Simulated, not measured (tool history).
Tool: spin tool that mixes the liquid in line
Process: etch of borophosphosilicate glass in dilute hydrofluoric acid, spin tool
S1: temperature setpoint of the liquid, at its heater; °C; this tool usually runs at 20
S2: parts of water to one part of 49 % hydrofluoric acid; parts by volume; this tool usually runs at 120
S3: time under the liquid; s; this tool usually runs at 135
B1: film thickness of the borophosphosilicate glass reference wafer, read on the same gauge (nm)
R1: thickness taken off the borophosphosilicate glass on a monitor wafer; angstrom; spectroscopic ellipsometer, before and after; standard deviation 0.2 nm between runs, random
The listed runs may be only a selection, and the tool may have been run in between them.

run	day	S1	S2	S3	B1	R1
1	0	20	120	135	140	346.7
# day 0.683: gauge calibrated
2	1.854	20	120	135	139.99	350.2
3	4.333	20	120	135	140.04	350.1
4	10.938	20	160	120	140.03	224.4
5	12.962	20	160	120	140.01	225.1
6	15.804	20	160	120	140	228.2
7	18.562	20	120	135	140.01	353.1
8	19.975	20	120	135	140.01	352.9
9	21.342	20	120	135	140.05	358.4
10	23.808	20	120	135	139.99	349.4
11	27.596	21	120	175	139.97	480.8
# day 28.479: hydrofluoric acid flow meter replaced
12	29.308	20	120	135	140	325.8
13	30.875	17	155	135	140	214
# day 30.971: thermometer replaced
14	32.079	20	120	135	140.01	350.8
# day 32.258: gauge calibrated
15	34.667	20	120	75	140.01	195.5
16	36.488	23.5	65	170	139.99	1003.1
17	37.608	17	120	110	139.98	254.4
18	40.288	20	120	135	140	354.5
19	44.408	17	70	110	139.99	461.7
20	47.208	20	120	135	140.02	349.6
21	50.017	23.5	85	135	140.03	601.6
22	51.508	25	120	135	140.01	432.2
23	53.579	17	120	135	139.98	315
24	54.992	17	170	190	140	298.5
25	56.117	24	120	180	140.02	551.8

Predict each of these 4 candidate next runs independently; none follows another, all start after run 25:
A	56.138	20	120	180	?	?
B	56.138	22.5	175	175	?	?
C	56.138	25	70	135	?	?
D	56.138	17	75	205	?	?

run	B1	R1
A	140.02	477.3
B	140.02	332.4
C	140.02	795.7
D	140.02	802.5
The same runs, with their run-to-run variation unchanged, on a tool lacking any hidden condition would have given:
run	R1
A	466.9
B	323.7
C	779.6
D	788.2
